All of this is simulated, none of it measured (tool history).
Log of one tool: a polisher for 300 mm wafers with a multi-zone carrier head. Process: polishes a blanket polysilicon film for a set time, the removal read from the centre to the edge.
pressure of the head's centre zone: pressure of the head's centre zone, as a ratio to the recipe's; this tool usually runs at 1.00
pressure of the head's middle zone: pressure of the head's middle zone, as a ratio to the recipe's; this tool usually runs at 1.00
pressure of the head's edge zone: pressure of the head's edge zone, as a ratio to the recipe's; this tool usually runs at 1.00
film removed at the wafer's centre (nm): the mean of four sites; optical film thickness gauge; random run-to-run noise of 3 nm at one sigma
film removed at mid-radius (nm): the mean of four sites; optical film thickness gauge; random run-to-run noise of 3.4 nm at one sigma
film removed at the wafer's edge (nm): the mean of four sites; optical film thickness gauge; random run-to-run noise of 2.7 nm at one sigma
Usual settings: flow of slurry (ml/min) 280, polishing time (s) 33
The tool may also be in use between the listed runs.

run	day	flow of slurry (ml/min)	pressure of the head's centre zone	pressure of the head's middle zone	pressure of the head's edge zone	polishing time (s)	incoming thickness of the incoming film, nm	film removed at the wafer's centre (nm)	film removed at mid-radius (nm)	film removed at the wafer's edge (nm)
1	0.000	280	1.00	1.00	1.00	33	1952.6	349.5	388.4	371.3
# day 0.492: worn pad replaced by a new one
# day 1.342: centre zone pressure recalibrated
2	1.392	280	1.00	1.00	1.00	33	1972.7	370.3	387.0	377.8
3	2.229	280	1.00	1.00	1.00	33	1969.5	366.5	384.0	372.8
4	3.325	280	1.00	1.00	1.00	33	1970.6	361.7	387.5	371.6
5	3.896	280	1.00	1.00	1.00	33	1993.4	369.2	384.8	374.4
# day 4.379: slurry nozzle cleaned
6	5.088	280	1.00	1.00	1.00	33	1978.5	371.0	381.1	371.5
# day 6.012: worn pad replaced by a new one
7	6.296	280	1.00	1.00	1.00	40	1988.0	441.2	467.7	449.3
# day 6.571: edge zone pressure recalibrated
8	7.221	280	1.00	1.00	1.00	33	2013.2	365.9	387.1	372.7
9	8.733	255	1.00	1.00	1.00	27	2018.1	290.7	311.1	304.5
# day 9.596: carrier head's membrane replaced by a new one
10	9.867	225	1.07	1.00	1.00	33	1999.5	378.7	375.0	371.5
11	10.788	280	1.00	1.00	1.00	25	1998.4	274.8	289.3	282.5
# day 11.467: worn pad replaced by a new one
12	11.483	280	1.00	1.00	0.93	42	2017.0	460.5	486.5	456.2
13	12.746	280	1.00	1.00	1.00	33	1991.8	359.4	380.5	373.9
14	13.579	280	1.00	1.00	1.00	29	1997.6	311.6	338.8	327.5
15	14.908	280	1.00	1.00	1.00	33	1979.5	358.2	379.0	369.5
16	16.312	190	1.00	1.00	1.07	33	2017.2	348.1	374.5	376.7
# day 16.767: worn pad replaced by a new one
17	17.692	280	0.94	1.08	1.00	23	2014.5	237.6	280.7	263.7
18	19.000	375	1.00	1.00	0.88	33	1948.8	365.9	395.0	355.2
# day 19.617: slurry nozzle cleaned
19	19.825	280	1.07	1.00	1.08	37	2001.8	423.8	439.5	434.9
20	20.462	280	1.00	1.00	1.00	33	1988.3	359.0	376.1	373.5
21	21.371	325	0.96	1.12	1.05	33	1996.4	345.1	411.4	383.6

The tool's hidden state at each run:
removal rate lost through wear of the pad, %: 0 across all the runs
slurry flow missing at the pad, %: 0 across all the runs
deviation of the edge zone's pressure from its setpoint, %: 0 across all the runs
H1: deviation of the centre zone's pressure from its setpoint, %
run	H1
1	-6.78
2	0.524
3	0.165
4	-0.277
5	-0.496
6	-0.928
7	-1.33
8	-1.63
9	-2.07
10	-2.37
11	-2.61
12	-2.77
13	-3.06
14	-3.23
15	-3.5
16	-3.75
17	-3.98
18	-4.18
19	-4.3
20	-4.39
21	-4.51
